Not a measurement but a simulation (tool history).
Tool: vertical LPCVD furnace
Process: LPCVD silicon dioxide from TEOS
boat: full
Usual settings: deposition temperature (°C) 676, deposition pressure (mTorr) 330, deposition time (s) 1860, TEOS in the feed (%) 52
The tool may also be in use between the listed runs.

| run | hour | deposition temperature (°C) | deposition pressure (mTorr) | deposition time (s) | TEOS in the feed (%) | wafers since the last listed run | hours since the last temperature calibration | hours since the pressure gauge was zeroed | hours since the TEOS flow controller was replaced | hours since the gauge calibration | read-back reference wafer on the same gauge, thickness | film thickness on the monitor wafer in the middle of the boat (nm) |
|---|---|---|---|---|---|---|---|---|---|---|---|---|
| 1 | 0.0 | 676 | 330 | 1860 | 52 | 0 | 4331.0 | 1893.0 | 5044.3 | 163.6 | 104.92 | 125.92 |
| 2 | 63.9 | 676 | 330 | 1860 | 52 | 913 | 4394.9 | 1956.9 | 5108.2 | 227.5 | 105.14 | 125.17 |
| 3 | 119.8 | 676 | 355 | 1860 | 52 | 798 | 4450.8 | 2012.8 | 5164.1 | 283.4 | 104.87 | 130.17 |
| 4 | 204.8 | 676 | 330 | 1860 | 52 | 1214 | 4535.8 | 2097.8 | 5249.1 | 368.4 | 104.91 | 125.30 |
| 5 | 256.0 | 676 | 330 | 1350 | 52 | 731 | 4587.0 | 2149.0 | 5300.3 | 419.6 | 105.05 | 91.07 |
| 6 | 343.1 | 676 | 285 | 1860 | 52 | 1244 | 4674.1 | 2236.1 | 5387.4 | 506.7 | 104.97 | 117.47 |
| 7 | 418.9 | 676 | 285 | 1860 | 52 | 1083 | 4749.9 | 2311.9 | 5463.2 | 582.5 | 104.97 | 116.88 |
| 8 | 461.2 | 676 | 330 | 1860 | 60 | 604 | 4792.2 | 2354.2 | 5505.5 | 624.8 | 104.82 | 134.60 |
| 9 | 507.7 | 676 | 330 | 1860 | 60 | 664 | 4838.7 | 2400.7 | 5552.0 | 671.3 | 104.88 | 134.87 |
|  | 561.2 | thermocouples replaced and temperature profile calibrated |
| 10 | 561.7 | 676 | 330 | 1860 | 52 | 428 | 0.5 | 2454.7 | 5606.0 | 725.3 | 104.98 | 112.91 |
| 11 | 640.0 | 676 | 300 | 1860 | 52 | 1119 | 78.8 | 2533.0 | 5684.3 | 803.6 | 105.02 | 107.97 |
| 12 | 686.7 | 676 | 330 | 1860 | 52 | 667 | 125.5 | 2579.7 | 5731.0 | 850.3 | 105.00 | 113.26 |
|  | 907.9 | TEOS flow controller replaced |
| 13 | 908.4 | 676 | 330 | 1320 | 52 | 2825 | 347.2 | 2801.4 | 0.5 | 1072.0 | 104.95 | 80.92 |
| 14 | 992.2 | 676 | 330 | 1860 | 52 | 1197 | 431.0 | 2885.2 | 84.3 | 1155.8 | 105.01 | 115.29 |
| 15 | 1046.1 | 676 | 330 | 1860 | 52 | 770 | 484.9 | 2939.1 | 138.2 | 1209.7 | 104.75 | 115.42 |
| 16 | 1098.5 | 683 | 370 | 2280 | 46 | 748 | 537.3 | 2991.5 | 190.6 | 1262.1 | 104.99 | 168.14 |
| 17 | 1179.5 | 680 | 295 | 1860 | 43 | 1157 | 618.3 | 3072.5 | 271.6 | 1343.1 | 105.17 | 109.72 |
|  | 1188.3 | gauge calibrated |
| 18 | 1251.7 | 682 | 330 | 1860 | 52 | 1031 | 690.5 | 3144.7 | 343.8 | 63.4 | 105.05 | 135.42 |
| 19 | 1339.9 | 670 | 385 | 2250 | 48 | 1260 | 778.7 | 3232.9 | 432.0 | 151.6 | 105.03 | 126.26 |
| 20 | 1382.3 | 668 | 330 | 2160 | 52 | 606 | 821.1 | 3275.3 | 474.4 | 194.0 | 104.97 | 111.69 |
|  | 1453.3 | pressure gauge zeroed |
| 21 | 1453.8 | 676 | 330 | 1860 | 52 | 678 | 892.6 | 0.5 | 545.9 | 265.5 | 105.11 | 117.76 |
| 22 | 1492.2 | 676 | 330 | 1860 | 45 | 548 | 931.0 | 38.9 | 584.3 | 303.9 | 104.81 | 109.28 |
| 23 | 1528.6 | 672 | 330 | 1860 | 47 | 520 | 967.4 | 75.3 | 620.7 | 340.3 | 104.71 | 102.20 |
| 24 | 1583.8 | 676 | 255 | 1200 | 52 | 788 | 1022.6 | 130.5 | 675.9 | 395.5 | 104.95 | 66.33 |
| 25 | 1623.5 | 671 | 275 | 2520 | 47 | 567 | 1062.3 | 170.2 | 715.6 | 435.2 | 104.94 | 123.35 |
| 26 | 1730.2 | 676 | 360 | 1860 | 61 | 1525 | 1169.0 | 276.9 | 822.3 | 541.9 | 105.09 | 134.70 |
| 27 | 1794.4 | 676 | 330 | 1860 | 55 | 917 | 1233.2 | 341.1 | 886.5 | 606.1 | 105.02 | 121.62 |
| 28 | 1880.3 | 671 | 330 | 1860 | 52 | 1227 | 1319.1 | 427.0 | 972.4 | 692.0 | 104.81 | 105.99 |
| 29 | 1916.6 | 683 | 370 | 1860 | 52 | 518 | 1355.4 | 463.3 | 1008.7 | 728.3 | 105.00 | 148.53 |
| 30 | 2024.3 | 667 | 330 | 1860 | 61 | 1539 | 1463.1 | 571.0 | 1116.4 | 836.0 | 104.77 | 103.46 |
| 31 | 2111.4 | 681 | 330 | 1860 | 52 | 1244 | 1550.2 | 658.1 | 1203.5 | 923.1 | 104.89 | 134.47 |

Forecast each of these 4 alternatives for the next run:
| A | 2116.8 | 676 | 280 | 1860 | 52 | 77 | 1555.6 | 663.5 | 1208.9 | 928.5 | ? | ? |
| B | 2116.8 | 676 | 405 | 1650 | 52 | 77 | 1555.6 | 663.5 | 1208.9 | 928.5 | ? | ? |
| C | 2116.8 | 676 | 265 | 1230 | 52 | 77 | 1555.6 | 663.5 | 1208.9 | 928.5 | ? | ? |
| D | 2116.8 | 676 | 330 | 1860 | 46 | 77 | 1555.6 | 663.5 | 1208.9 | 928.5 | ? | ? |

| run | read-back reference wafer on the same gauge, thickness | film thickness on the monitor wafer in the middle of the boat (nm) |
|---|---|---|
| A | 105.06 | 110.19 |
| B | 105.06 | 117.56 |
| C | 105.06 | 70.89 |
| D | 105.06 | 112.51 |
Without the tool's hidden state the same runs would have given:
| run | film thickness on the monitor wafer in the middle of the boat (nm) |
|---|---|
| A | 102.86 |
| B | 109.74 |
| C | 66.17 |
| D | 105.02 |
